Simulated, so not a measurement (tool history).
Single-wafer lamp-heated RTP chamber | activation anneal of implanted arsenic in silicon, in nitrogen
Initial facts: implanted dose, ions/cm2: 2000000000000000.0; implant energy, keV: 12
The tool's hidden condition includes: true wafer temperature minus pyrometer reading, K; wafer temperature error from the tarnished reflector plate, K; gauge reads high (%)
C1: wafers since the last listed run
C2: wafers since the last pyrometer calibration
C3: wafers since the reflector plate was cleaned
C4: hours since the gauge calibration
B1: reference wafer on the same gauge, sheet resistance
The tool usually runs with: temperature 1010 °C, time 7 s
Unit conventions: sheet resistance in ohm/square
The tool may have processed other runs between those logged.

{"run": 1, "hour": 0.0, "temperature": 999, "time": 7, "C1": 0, "C2": 2954, "C3": 1710, "C4": 265.4, "B1": 169.35, "sheet resistance": 150.78}
{"hour": 171.8, "done": "reflector plate cleaned"}
{"hour": 200.2, "done": "pyrometer window cleaned and pyrometer calibrated"}
{"run": 2, "hour": 276.5, "temperature": 1010, "time": 6, "C1": 4502, "C2": 1318, "C3": 1671, "C4": 541.9, "B1": 170.8, "sheet resistance": 147.82}
{"run": 3, "hour": 331.1, "temperature": 1001, "time": 10, "C1": 943, "C2": 2261, "C3": 2615, "C4": 596.5, "B1": 171.01, "sheet resistance": 142.48}
{"run": 4, "hour": 395.9, "temperature": 1001, "time": 10, "C1": 1119, "C2": 3381, "C3": 3735, "C4": 661.3, "B1": 171.39, "sheet resistance": 142.31}
{"hour": 487.2, "done": "reflector plate cleaned"}
{"run": 5, "hour": 501.5, "temperature": 1010, "time": 8, "C1": 1686, "C2": 5068, "C3": 246, "C4": 766.9, "B1": 171.96, "sheet resistance": 141.56}
{"run": 6, "hour": 570.5, "temperature": 1010, "time": 8, "C1": 1192, "C2": 6261, "C3": 1439, "C4": 835.9, "B1": 172.2, "sheet resistance": 141.66}
{"hour": 597.8, "done": "pyrometer window cleaned and pyrometer calibrated"}
{"hour": 651.7, "done": "gauge calibrated"}
{"run": 7, "hour": 654.4, "temperature": 1010, "time": 8, "C1": 1311, "C2": 978, "C3": 2751, "C4": 2.7, "B1": 167.93, "sheet resistance": 138.49}
{"run": 8, "hour": 705.2, "temperature": 1029, "time": 7, "C1": 878, "C2": 1856, "C3": 3629, "C4": 53.5, "B1": 168.05, "sheet resistance": 128.41}
{"hour": 785.5, "done": "reflector plate cleaned"}
{"run": 9, "hour": 786.8, "temperature": 1027, "time": 7, "C1": 1272, "C2": 3128, "C3": 22, "C4": 135.1, "B1": 168.54, "sheet resistance": 130.05}
{"run": 10, "hour": 825.5, "temperature": 994, "time": 8, "C1": 668, "C2": 3797, "C3": 691, "C4": 173.8, "B1": 168.76, "sheet resistance": 150.56}
{"run": 11, "hour": 927.2, "temperature": 1010, "time": 9, "C1": 1757, "C2": 5555, "C3": 2449, "C4": 275.5, "B1": 169.28, "sheet resistance": 136.22}
{"hour": 953.4, "done": "pyrometer window cleaned and pyrometer calibrated"}
{"run": 12, "hour": 1029.5, "temperature": 1032, "time": 5, "C1": 1629, "C2": 1315, "C3": 4079, "C4": 377.8, "B1": 169.85, "sheet resistance": 135.79}

Predict the results of run 13:
{"hour": 1080.1, "done": "reflector plate cleaned"}
{"run": 13, "hour": 1129.2, "temperature": 1010, "time": 7, "C1": 1584, "C2": 2900, "C3": 847, "C4": 477.5, "B1": "?", "sheet resistance": "?"}

Run 13 yielded B1 170.51, sheet resistance 144.49 ohm/square.
With no hidden state in the tool, this same run would have given sheet resistance 142.48 ohm/square.
